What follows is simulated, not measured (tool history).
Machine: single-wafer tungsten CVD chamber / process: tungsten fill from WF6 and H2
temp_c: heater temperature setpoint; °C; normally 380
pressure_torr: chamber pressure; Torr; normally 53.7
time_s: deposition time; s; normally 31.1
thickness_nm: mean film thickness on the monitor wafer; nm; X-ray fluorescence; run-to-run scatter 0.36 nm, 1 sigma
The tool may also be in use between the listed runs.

| run | hour | temp_c | pressure_torr | time_s | wafers since the last listed run | hours since the last thermocouple change | hours since the last manometer calibration | hours since the showerhead was replaced | hours since the gauge calibration | read-back reference wafer on the same gauge, thickness_nm | thickness_nm |
|---|---|---|---|---|---|---|---|---|---|---|---|
| 1 | 0.0 | 386 | 53.7 | 31.1 | 0 | 213.5 | 894.1 | 1868.5 | 661.5 | 92.494 | 97.574 |
| 2 | 63.0 | 380 | 53.7 | 28.8 | 2214 | 276.5 | 957.1 | 1931.5 | 724.5 | 92.587 | 79.774 |
| 3 | 339.4 | 380 | 53.7 | 28.8 | 9715 | 552.9 | 1233.5 | 2207.9 | 1000.9 | 92.547 | 80.238 |
| 4 | 412.1 | 369 | 46.8 | 31.1 | 2555 | 625.6 | 1306.2 | 2280.6 | 1073.6 | 92.544 | 63.035 |
| 5 | 517.4 | 369 | 46.8 | 31.1 | 3701 | 730.9 | 1411.5 | 2385.9 | 1178.9 | 92.502 | 63.259 |
| 6 | 584.8 | 380 | 53.7 | 31.1 | 2369 | 798.3 | 1478.9 | 2453.3 | 1246.3 | 92.614 | 87.103 |
| 7 | 748.4 | 380 | 53.7 | 31.1 | 5750 | 961.9 | 1642.5 | 2616.9 | 1409.9 | 92.426 | 86.561 |
|  | 784.7 | thermocouple changed; heater temperature recalibrated |
| 8 | 842.1 | 380 | 53.7 | 31.1 | 3012 | 57.4 | 1736.2 | 2710.6 | 1503.6 | 92.550 | 83.223 |
| 9 | 893.3 | 380 | 53.7 | 31.1 | 1799 | 108.6 | 1787.4 | 2761.8 | 1554.8 | 92.633 | 83.804 |
| 10 | 972.3 | 380 | 53.7 | 31.1 | 2776 | 187.6 | 1866.4 | 2840.8 | 1633.8 | 92.477 | 84.633 |
| 11 | 1026.1 | 380 | 53.7 | 31.1 | 1891 | 241.4 | 1920.2 | 2894.6 | 1687.6 | 92.538 | 84.766 |
| 12 | 1077.6 | 380 | 53.7 | 31.1 | 1810 | 292.9 | 1971.7 | 2946.1 | 1739.1 | 92.551 | 84.193 |
| 13 | 1151.1 | 380 | 53.7 | 31.1 | 2583 | 366.4 | 2045.2 | 3019.6 | 1812.6 | 92.534 | 85.131 |
|  | 1197.9 | showerhead replaced |
|  | 1198.3 | gauge calibrated |
| 14 | 1236.8 | 388 | 61.9 | 34.2 | 2731 | 452.1 | 2130.9 | 38.9 | 38.5 | 92.467 | 119.928 |
| 15 | 1315.1 | 380 | 53.7 | 31.1 | 2752 | 530.4 | 2209.2 | 117.2 | 116.8 | 92.572 | 85.691 |
| 16 | 1413.7 | 393 | 53.7 | 31.1 | 3465 | 629.0 | 2307.8 | 215.8 | 215.4 | 92.506 | 115.077 |
| 17 | 1459.0 | 380 | 53.7 | 31.1 | 1592 | 674.3 | 2353.1 | 261.1 | 260.7 | 92.578 | 86.240 |
|  | 1652.4 | thermocouple changed; heater temperature recalibrated |
| 18 | 1703.1 | 387 | 42.5 | 31.1 | 8298 | 50.7 | 2597.2 | 505.2 | 504.8 | 92.508 | 86.637 |
| 19 | 1789.0 | 380 | 65.7 | 27.1 | 3019 | 136.6 | 2683.1 | 591.1 | 590.7 | 92.470 | 79.230 |
|  | 1845.9 | capacitance manometer re-zeroed and calibrated |
| 20 | 1847.9 | 380 | 53.7 | 31.1 | 1789 | 195.5 | 2.0 | 650.0 | 649.6 | 92.528 | 85.549 |
| 21 | 1987.4 | 380 | 53.7 | 33.0 | 4903 | 335.0 | 141.5 | 789.5 | 789.1 | 92.480 | 91.956 |
| 22 | 2024.5 | 380 | 57.2 | 26.5 | 1304 | 372.1 | 178.6 | 826.6 | 826.2 | 92.441 | 75.903 |
| 23 | 2090.8 | 371 | 45.3 | 37.1 | 2330 | 438.4 | 244.9 | 892.9 | 892.5 | 92.345 | 78.182 |
| 24 | 2162.9 | 380 | 53.7 | 35.9 | 2534 | 510.5 | 317.0 | 965.0 | 964.6 | 92.371 | 100.340 |
| 25 | 2264.6 | 380 | 53.7 | 31.1 | 3574 | 612.2 | 418.7 | 1066.7 | 1066.3 | 92.519 | 86.794 |
| 26 | 2372.4 | 380 | 53.7 | 31.1 | 3789 | 720.0 | 526.5 | 1174.5 | 1174.1 | 92.630 | 88.213 |

What if the next run were any one of these 5? Each begins from the tool's condition after run 26:
| A | 2372.8 | 380 | 53.7 | 31.1 | 14 | 720.4 | 526.9 | 1174.9 | 1174.5 | ? | ? |
| B | 2372.8 | 384 | 64.1 | 31.1 | 14 | 720.4 | 526.9 | 1174.9 | 1174.5 | ? | ? |
| C | 2372.8 | 380 | 66.8 | 29.3 | 14 | 720.4 | 526.9 | 1174.9 | 1174.5 | ? | ? |
| D | 2372.8 | 387 | 53.7 | 31.1 | 14 | 720.4 | 526.9 | 1174.9 | 1174.5 | ? | ? |
| E | 2372.8 | 368 | 66.8 | 31.1 | 14 | 720.4 | 526.9 | 1174.9 | 1174.5 | ? | ? |

| run | read-back reference wafer on the same gauge, thickness_nm | thickness_nm |
|---|---|---|
| A | 92.345 | 87.776 |
| B | 92.345 | 104.054 |
| C | 92.345 | 91.150 |
| D | 92.345 | 102.723 |
| E | 92.345 | 72.963 |
Stripped of hidden state, with their random variation kept, the same runs would have yielded:
| run | thickness_nm |
|---|---|
| A | 83.588 |
| B | 99.148 |
| C | 86.788 |
| D | 97.974 |
| E | 69.214 |
